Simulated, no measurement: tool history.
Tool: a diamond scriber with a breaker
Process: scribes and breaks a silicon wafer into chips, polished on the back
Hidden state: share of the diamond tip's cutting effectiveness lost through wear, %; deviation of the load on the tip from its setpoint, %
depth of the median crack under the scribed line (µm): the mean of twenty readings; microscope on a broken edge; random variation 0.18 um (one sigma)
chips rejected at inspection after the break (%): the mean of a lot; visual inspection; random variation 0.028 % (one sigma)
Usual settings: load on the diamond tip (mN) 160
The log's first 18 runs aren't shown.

run,hour,load on the diamond tip (mN),wafers since the last listed run,hours since the diamond tip was replaced,hours since the load on the tip was calibrated,"incoming depth of the damage left on the back of the incoming wafer, um",depth of the median crack under the scribed line (µm),chips rejected at inspection after the break (%)
19,1259.7,196,247,340.3,398.6,0.05,14.36,6.07
20,1302.9,138,130,383.5,441.8,0.05,10.96,1.05
21,1362.0,179,178,442.6,500.9,0.01,13.21,3.54
22,1402.8,112,123,483.4,541.7,0.02,9.19,6.12
23,1469.8,181,202,550.4,608.7,0.05,13.52,4.79
# hour 1503.9: diamond tip replaced by a new one
24,1540.2,197,206,36.3,679.1,0.03,14.62,7.51
25,1641.5,129,306,137.6,780.4,0.04,10.62,1.28
26,1695.4,185,162,191.5,834.3,0.04,14.57,6.03
# hour 1741.9: load on the tip recalibrated
27,1746.7,160,148,242.8,4.8,0.04,11.64,0.71

The next listed run, before its measurement:
28,1815.2,119,207,311.3,73.3,0.03,?,?

Run 28 gave depth of the median crack under the scribed line (µm) 8.88, chips rejected at inspection after the break (%) 6.40.
Without the tool's hidden state the same run would have given depth of the median crack under the scribed line (µm) 8.69, chips rejected at inspection after the break (%) 7.44.
